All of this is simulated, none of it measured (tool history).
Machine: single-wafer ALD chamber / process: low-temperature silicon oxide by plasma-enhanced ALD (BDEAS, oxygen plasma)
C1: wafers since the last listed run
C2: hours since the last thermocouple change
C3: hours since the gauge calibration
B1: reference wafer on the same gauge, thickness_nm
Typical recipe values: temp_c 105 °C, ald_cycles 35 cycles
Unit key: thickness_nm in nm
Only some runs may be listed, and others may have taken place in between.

Run 1, hour 0: usual settings but temp_c 101 °C; C1 0; C2 546.3; C3 1245.5; B1 5.545. Result: thickness_nm 4.9 nm.
Run 2, hour 53.3: usual settings but temp_c 101 °C; C1 456; C2 599.6; C3 1298.8; B1 5.556. Result: thickness_nm 4.896 nm.
Run 3, hour 120.8: usual settings but temp_c 101 °C; C1 577; C2 667.1; C3 1366.3; B1 5.551. Result: thickness_nm 4.946 nm.
Run 4, hour 166.5: usual settings; C1 391; C2 712.8; C3 1412; B1 5.562. Result: thickness_nm 4.899 nm.
Run 5, hour 221.4: usual settings but temp_c 108 °C, ald_cycles 33 cycles; C1 469; C2 767.7; C3 1466.9; B1 5.543. Result: thickness_nm 4.579 nm.
Run 6, hour 260.6: usual settings but temp_c 108 °C, ald_cycles 33 cycles; C1 335; C2 806.9; C3 1506.1; B1 5.538. Result: thickness_nm 4.611 nm.
Run 7, hour 329.9: usual settings but temp_c 108 °C, ald_cycles 33 cycles; C1 593; C2 876.2; C3 1575.4; B1 5.56. Result: thickness_nm 4.558 nm.
Run 8, hour 396.5: usual settings; C1 569; C2 942.8; C3 1642; B1 5.548. Result: thickness_nm 4.876 nm.
Run 9, hour 424.7: usual settings; C1 241; C2 971; C3 1670.2; B1 5.548. Result: thickness_nm 4.904 nm.
Run 10, hour 462.1: usual settings; C1 320; C2 1008.4; C3 1707.6; B1 5.546. Result: thickness_nm 4.869 nm.
Run 11, hour 524.1: usual settings; C1 530; C2 1070.4; C3 1769.6; B1 5.547. Result: thickness_nm 4.875 nm.
Run 12, hour 592.9: usual settings; C1 588; C2 1139.2; C3 1838.4; B1 5.556. Result: thickness_nm 4.883 nm.
Run 13, hour 662.5: usual settings; C1 595; C2 1208.8; C3 1908; B1 5.547. Result: thickness_nm 4.851 nm.
At hour 672.2: thermocouple changed; heater temperature recalibrated.
At hour 709.2: gauge calibrated.
Run 14, hour 728.7: usual settings; C1 498; C2 56.5; C3 19.5; B1 5.553. Result: thickness_nm 4.848 nm.
Run 15, hour 773.2: usual settings; C1 380; C2 101; C3 64; B1 5.551. Result: thickness_nm 4.916 nm.
Run 16, hour 798.8: usual settings; C1 219; C2 126.6; C3 89.6; B1 5.544. Result: thickness_nm 4.888 nm.
Run 17, hour 864.8: usual settings; C1 564; C2 192.6; C3 155.6; B1 5.544. Result: thickness_nm 4.896 nm.
Run 18, hour 922.5: usual settings but temp_c 112 °C; C1 493; C2 250.3; C3 213.3; B1 5.55. Result: thickness_nm 4.818 nm.
Run 19, hour 952.3: usual settings but temp_c 112 °C; C1 255; C2 280.1; C3 243.1; B1 5.548. Result: thickness_nm 4.805 nm.
Run 20, hour 990.2: usual settings but temp_c 112 °C; C1 324; C2 318; C3 281; B1 5.547. Result: thickness_nm 4.807 nm.
Run 21, hour 1043.4: usual settings but ald_cycles 38 cycles; C1 455; C2 371.2; C3 334.2; B1 5.554. Result: thickness_nm 5.28 nm.
Run 22, hour 1079.4: usual settings but ald_cycles 38 cycles; C1 308; C2 407.2; C3 370.2; B1 5.554. Result: thickness_nm 5.291 nm.
Run 23, hour 1112.8: usual settings but temp_c 95 °C; C1 285; C2 440.6; C3 403.6; B1 5.559. Result: thickness_nm 4.964 nm.
Run 24, hour 1141.3: usual settings but temp_c 95 °C, ald_cycles 42 cycles; C1 243; C2 469.1; C3 432.1; B1 5.538. Result: thickness_nm 5.961 nm.
Run 25, hour 1195.7: usual settings but temp_c 112 °C, ald_cycles 31 cycles; C1 465; C2 523.5; C3 486.5; B1 5.55. Result: thickness_nm 4.273 nm.
Run 26, hour 1247.5: usual settings but ald_cycles 33 cycles; C1 443; C2 575.3; C3 538.3; B1 5.542. Result: thickness_nm 4.598 nm.
Run 27, hour 1291.3: usual settings but ald_cycles 42 cycles; C1 374; C2 619.1; C3 582.1; B1 5.544. Result: thickness_nm 5.845 nm.
Run 28, hour 1335.3: usual settings but temp_c 90 °C, ald_cycles 40 cycles; C1 376; C2 663.1; C3 626.1; B1 5.546. Result: thickness_nm 5.794 nm.
Run 29, hour 1390.1: usual settings but temp_c 113 °C, ald_cycles 29 cycles; C1 468; C2 717.9; C3 680.9; B1 5.545. Result: thickness_nm 3.963 nm.
Run 30, hour 1444.2: usual settings but temp_c 98 °C, ald_cycles 42 cycles; C1 462; C2 772; C3 735; B1 5.557. Result: thickness_nm 5.943 nm.
Run 31, hour 1499.7: usual settings but temp_c 117 °C, ald_cycles 37 cycles; C1 474; C2 827.5; C3 790.5; B1 5.545. Result: thickness_nm 5.033 nm.
Run 32, hour 1567.1: usual settings but temp_c 113 °C, ald_cycles 31 cycles; C1 576; C2 894.9; C3 857.9; B1 5.564. Result: thickness_nm 4.273 nm.
Run 33, hour 1622.7: usual settings but temp_c 111 °C, ald_cycles 41 cycles; C1 475; C2 950.5; C3 913.5; B1 5.546. Result: thickness_nm 5.641 nm.
At hour 1754.1: thermocouple changed; heater temperature recalibrated.
Run 34, hour 1798.3: usual settings but temp_c 117 °C, ald_cycles 30 cycles; C1 1434; C2 44.2; C3 1089.1; B1 5.544. Result: thickness_nm 4.091 nm.
Run 35, hour 1843.5: usual settings but temp_c 114 °C, ald_cycles 33 cycles; C1 386; C2 89.4; C3 1134.3; B1 5.542. Result: thickness_nm 4.538 nm.
Run 36, hour 1873.6: usual settings; C1 257; C2 119.5; C3 1164.4; B1 5.562. Result: thickness_nm 4.853 nm.
Run 37, hour 1938.5: usual settings but temp_c 100 °C, ald_cycles 40 cycles; C1 555; C2 184.4; C3 1229.3; B1 5.552. Result: thickness_nm 5.594 nm.
Run 38, hour 1994.6: usual settings but temp_c 97 °C, ald_cycles 28 cycles; C1 480; C2 240.5; C3 1285.4; B1 5.554. Result: thickness_nm 3.944 nm.
Run 39, hour 2051.5: usual settings but temp_c 118 °C, ald_cycles 32 cycles; C1 486; C2 297.4; C3 1342.3; B1 5.561. Result: thickness_nm 4.378 nm.
Run 40, hour 2077.4: usual settings; C1 221; C2 323.3; C3 1368.2; B1 5.541. Result: thickness_nm 4.866 nm.
Run 41, hour 2120.1: usual settings but temp_c 100 °C, ald_cycles 30 cycles; C1 365; C2 366; C3 1410.9; B1 5.543. Result: thickness_nm 4.212 nm.
Run 42, hour 2175.2: usual settings; C1 471; C2 421.1; C3 1466; B1 5.56. Result: thickness_nm 4.914 nm.
Run 43, hour 2225.4: usual settings but temp_c 112 °C; C1 429; C2 471.3; C3 1516.2; B1 5.549. Result: thickness_nm 4.817 nm.
Run 44, hour 2266.7: usual settings but temp_c 93 °C; C1 353; C2 512.6; C3 1557.5; B1 5.55. Result: thickness_nm 5.048 nm.
Run 45, hour 2304.8: usual settings but temp_c 111 °C, ald_cycles 28 cycles; C1 326; C2 550.7; C3 1595.6; B1 5.56. Result: thickness_nm 3.859 nm.

Across each entry between runs, compare the hidden state at the last listed run before it with the hidden state at the first listed run after it:
Run 13 -> run 14: thermocouple changed; heater temperature recalibrated (hour 672.2); gauge calibrated (hour 709.2)
  nothing in the hidden state changes from one run to the other
Run 33 -> run 34: thermocouple changed; heater temperature recalibrated (hour 1754.1)
  nothing in the hidden state changes from one run to the other
